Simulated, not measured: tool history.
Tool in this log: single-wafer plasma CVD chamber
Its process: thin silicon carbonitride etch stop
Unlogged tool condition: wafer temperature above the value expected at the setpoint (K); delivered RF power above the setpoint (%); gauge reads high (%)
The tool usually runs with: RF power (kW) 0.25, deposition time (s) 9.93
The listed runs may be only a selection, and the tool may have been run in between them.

run   hour  RF power (kW)  deposition time (s)  wafers since the last listed run  hours since the last thermocouple change  hours since the last RF generator calibration  hours since the showerhead was replaced  hours since the gauge calibration  read-back reference wafer on the same gauge, thickness_nm  mean film thickness on the monitor wafer (Å)
  1      0           0.25                 9.93                                 0                                    1565.4                                         1317.8                                   5358.7                              177.9                                                      6.569                                          64.7
  2     10           0.25                 9.93                               292                                    1575.4                                         1327.8                                   5368.7                              187.9                                                      6.571                                         64.63
  3     20           0.25                 9.93                               292                                    1585.4                                         1337.8                                   5378.7                              197.9                                                       6.57                                         64.77
  4   29.4           0.25                 9.93                               274                                    1594.8                                         1347.2                                   5388.1                              207.3                                                       6.57                                         64.59
  5   38.9           0.26                 9.93                               277                                    1604.3                                         1356.7                                   5397.6                              216.8                                                       6.57                                         65.46
  6   47.8           0.26                 9.93                               260                                    1613.2                                         1365.6                                   5406.5                              225.7                                                      6.568                                         65.35
  7   55.9           0.25                 9.93                               236                                    1621.3                                         1373.7                                   5414.6                              233.8                                                       6.57                                         64.75
  8     70           0.25                 9.93                               412                                    1635.4                                         1387.8                                   5428.7                              247.9                                                       6.57                                          64.6
  9   81.2           0.25                 9.93                               327                                    1646.6                                           1399                                   5439.9                              259.1                                                      6.571                                         64.55
 10   97.9           0.25                 9.93                               488                                    1663.3                                         1415.7                                   5456.6                              275.8                                                      6.571                                          64.6
 11    111           0.25                 9.93                               382                                    1676.4                                         1428.8                                   5469.7                              288.9                                                      6.571                                         64.58
 12  119.1           0.25                 9.93                               236                                    1684.5                                         1436.9                                   5477.8                                297                                                      6.573                                         64.48
 13  130.5           0.25                 9.93                               333                                    1695.9                                         1448.3                                   5489.2                              308.4                                                      6.569                                         64.55
 14  136.7           0.25                 9.93                               181                                    1702.1                                         1454.5                                   5495.4                              314.6                                                      6.571                                         64.51
 15  144.6          0.215                 9.18                               230                                      1710                                         1462.4                                   5503.3                              322.5                                                       6.57                                          57.2
 16  156.2          0.285                 9.93                               338                                    1721.6                                           1474                                   5514.9                              334.1                                                       6.57                                         67.07
 17  164.8           0.25                 9.93                               251                                    1730.2                                         1482.6                                   5523.5                              342.7                                                      6.568                                         64.49
 18  193.7           0.25                 9.93                               844                                    1759.1                                         1511.5                                   5552.4                              371.6                                                       6.57                                         64.48
 19  205.2          0.215                 8.19                               336                                    1770.6                                           1523                                   5563.9                              383.1                                                      6.571                                         51.04
 20  218.7           0.25                 9.93                               394                                    1784.1                                         1536.5                                   5577.4                              396.6                                                      6.568                                         64.59
 21  229.4           0.25                 9.93                               312                                    1794.8                                         1547.2                                   5588.1                              407.3                                                      6.568                                         64.54
     248.6  -- thermocouple changed; heater temperature recalibrated
 22  249.1          0.265                10.98                               341                                       0.5                                         1566.9                                   5607.8                                427                                                      6.572                                          72.4
 23  251.1           0.25                 9.93                                58                                       2.5                                         1568.9                                   5609.8                                429                                                      6.568                                         64.45
 24  267.8           0.25                 9.93                               488                                      19.2                                         1585.6                                   5626.5                              445.7                                                      6.571                                          64.4
 25  276.1          0.225                 8.59                               242                                      27.5                                         1593.9                                   5634.8                                454                                                      6.571                                            54
     291.8  -- RF generator calibrated
 26  292.3           0.27                 8.35                               239                                      43.7                                            0.5                                     5651                              470.2                                                       6.57                                         56.65
 27  301.7          0.205                 8.57                               274                                      53.1                                            9.9                                   5660.4                              479.6                                                      6.572                                         53.82
       307  -- gauge calibrated
 28    316          0.205                 9.07                               417                                      67.4                                           24.2                                   5674.7                                  9                                                       6.57                                         56.91
     329.1  -- showerhead replaced
 29  331.9          0.215                  9.2                               230                                      83.3                                           40.1                                      2.8                               24.9                                                       6.57                                         58.61
 30  339.5          0.215                 8.19                               222                                      90.9                                           47.7                                     10.4                               32.5                                                       6.57                                         52.17
 31  355.3           0.22                 8.09                               461                                     106.7                                           63.5                                     26.2                               48.3                                                      6.571                                         51.77
 32  402.3           0.25                 9.93                              1373                                     153.7                                          110.5                                     73.2                               95.3                                                       6.57                                         65.66
 33    419          0.205                10.89                               488                                     170.4                                          127.2                                     89.9                                112                                                      6.573                                         68.17
 34  432.3          0.205                10.91                               388                                     183.7                                          140.5                                    103.2                              125.3                                                      6.569                                         68.31
 35  444.6           0.25                 9.93                               359                                       196                                          152.8                                    115.5                              137.6                                                       6.57                                         65.63
 36  450.9          0.295                 9.23                               184                                     202.3                                          159.1                                    121.8                              143.9                                                       6.57                                         64.22

4 ways to go on from here, each from the tool as it stands after run 36. What would each give?
  A  451.3          0.215                 9.93                                11                                     202.7                                          159.5                                    122.2                              144.3                                                          ?                                             ?
  B  451.3           0.25                 8.95                                11                                     202.7                                          159.5                                    122.2                              144.3                                                          ?                                             ?
  C  451.3           0.28                 9.93                                11                                     202.7                                          159.5                                    122.2                              144.3                                                          ?                                             ?
  D  451.3           0.27                 9.93                                11                                     202.7                                          159.5                                    122.2                              144.3                                                          ?                                             ?

run  read-back reference wafer on the same gauge, thickness_nm  mean film thickness on the monitor wafer (Å)
  A                                                      6.572                                         63.03
  B                                                      6.572                                         59.24
  C                                                      6.572                                         67.84
  D                                                      6.572                                         67.15
Stripped of hidden state, with their random variation kept, the same runs would have yielded:
run  mean film thickness on the monitor wafer (Å)
  A                                         63.26
  B                                         59.46
  C                                          68.1
  D                                          67.4

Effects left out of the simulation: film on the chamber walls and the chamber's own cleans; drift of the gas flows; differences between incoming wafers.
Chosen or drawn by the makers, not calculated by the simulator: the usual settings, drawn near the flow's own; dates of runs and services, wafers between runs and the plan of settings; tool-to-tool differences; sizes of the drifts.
